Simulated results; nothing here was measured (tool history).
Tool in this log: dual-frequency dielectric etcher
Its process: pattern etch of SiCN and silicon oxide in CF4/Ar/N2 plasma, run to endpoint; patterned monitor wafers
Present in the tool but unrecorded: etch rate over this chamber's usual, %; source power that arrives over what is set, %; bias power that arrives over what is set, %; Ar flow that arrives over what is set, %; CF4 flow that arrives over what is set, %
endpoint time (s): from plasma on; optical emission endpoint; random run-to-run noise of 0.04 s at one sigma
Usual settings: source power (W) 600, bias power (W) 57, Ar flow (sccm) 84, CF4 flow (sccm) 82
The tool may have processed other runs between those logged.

run   hour  source power (W)  bias power (W)  Ar flow (sccm)  CF4 flow (sccm)  wafers since the last listed run  hours since the last wet clean  hours since the last source power generator calibration  hours since the last bias power generator calibration  hours since the last Ar flow controller change  hours since the last CF4 flow controller change  hours since the last upper electrode change  incoming incoming film thickness, nm  endpoint time (s)
  1      0               670              57              84               82                                 0                           471.9                                                   2430.5                                                 2992.1                                          3971.7                                           2850.7                                       4550.7                                 11.32                  9
  2    8.4               670              57              84               82                               139                           480.3                                                   2438.9                                                 3000.5                                          3980.1                                           2859.1                                       4559.1                                 11.24                  9
  3     16               670              57              84               82                               126                           487.9                                                   2446.5                                                 3008.1                                          3987.7                                           2866.7                                       4566.7                                 11.22                8.9
  4   22.5               600              57              84               82                               108                           494.4                                                     2453                                                 3014.6                                          3994.2                                           2873.2                                       4573.2                                 11.22                9.9
      65.7  -- bias power generator calibrated
      71.9  -- wet clean of the chamber
  5   72.4               600              57              84               82                               661                             0.5                                                   2502.9                                                    6.7                                          4044.1                                           2923.1                                       4623.1                                 11.32               10.6
  6   72.7               600              57              89               82                                 4                             0.8                                                   2503.2                                                      7                                          4044.4                                           2923.4                                       4623.4                                 11.28               10.6
  7     76               600              50              92               82                                54                             4.1                                                   2506.5                                                   10.3                                          4047.7                                           2926.7                                       4626.7                                 11.34               11.1
  8   83.9               600              50              92               82                               131                              12                                                   2514.4                                                   18.2                                          4055.6                                           2934.6                                       4634.6                                 11.25                 11
      93.6  -- CF4 flow controller replaced
  9  100.4               730              44              98               69                               174                            28.5                                                   2530.9                                                   34.7                                          4072.1                                              6.8                                       4651.1                                 11.32                9.8
 10  107.1               600              57              66               82                               111                            35.2                                                   2537.6                                                   41.4                                          4078.8                                             13.5                                       4657.8                                 11.27               10.2
     112.8  -- source power generator calibrated
 11  116.9               600              57              84               82                                96                              45                                                      4.1                                                   51.2                                          4088.6                                             23.3                                       4667.6                                  11.3               10.5
     132.6  -- Ar flow controller replaced
     149.3  -- upper electrode replaced
 12  149.8               600              57              66               82                               168                            77.9                                                       37                                                   84.1                                            17.2                                             56.2                                          0.5                                  11.4               10.3
 13  150.1               550              57              84               76                                 4                            78.2                                                     37.3                                                   84.4                                            17.5                                             56.5                                          0.8                                 11.25               11.4
 14  152.6               660              47              69               76                                41                            80.7                                                     39.8                                                   86.9                                              20                                               59                                          3.3                                 11.32                 10
 15  169.7               600              57              98               97                               284                            97.8                                                     56.9                                                    104                                            37.1                                             76.1                                         20.4                                 11.38               10.5
 16  200.2               720              69              65               82                               507                           128.3                                                     87.4                                                  134.5                                            67.6                                            106.6                                         50.9                                 11.25                8.1

What if the next run were any one of these 5? Each begins from the tool's condition after run 16:
  A  200.6               600              57              84               82                                 6                           128.7                                                     87.8                                                  134.9                                              68                                              107                                         51.3                                 11.36                  ?
  B  200.6               460              44              66               74                                 6                           128.7                                                     87.8                                                  134.9                                              68                                              107                                         51.3                                 11.36                  ?
  C  200.6               560              63              84              102                                 6                           128.7                                                     87.8                                                  134.9                                              68                                              107                                         51.3                                 11.36                  ?
  D  200.6               600              66              89               74                                 6                           128.7                                                     87.8                                                  134.9                                              68                                              107                                         51.3                                 11.36                  ?
  E  200.6               500              57              84               82                                 6                           128.7                                                     87.8                                                  134.9                                              68                                              107                                         51.3                                 11.36                  ?

run  endpoint time (s)
  A               10.5
  B               14.3
  C               10.7
  D               10.3
  E               12.5
What these runs would have given with no unlogged condition in the tool:
run  endpoint time (s)
  A               10.7
  B               14.5
  C               10.8
  D               10.4
  E               12.6
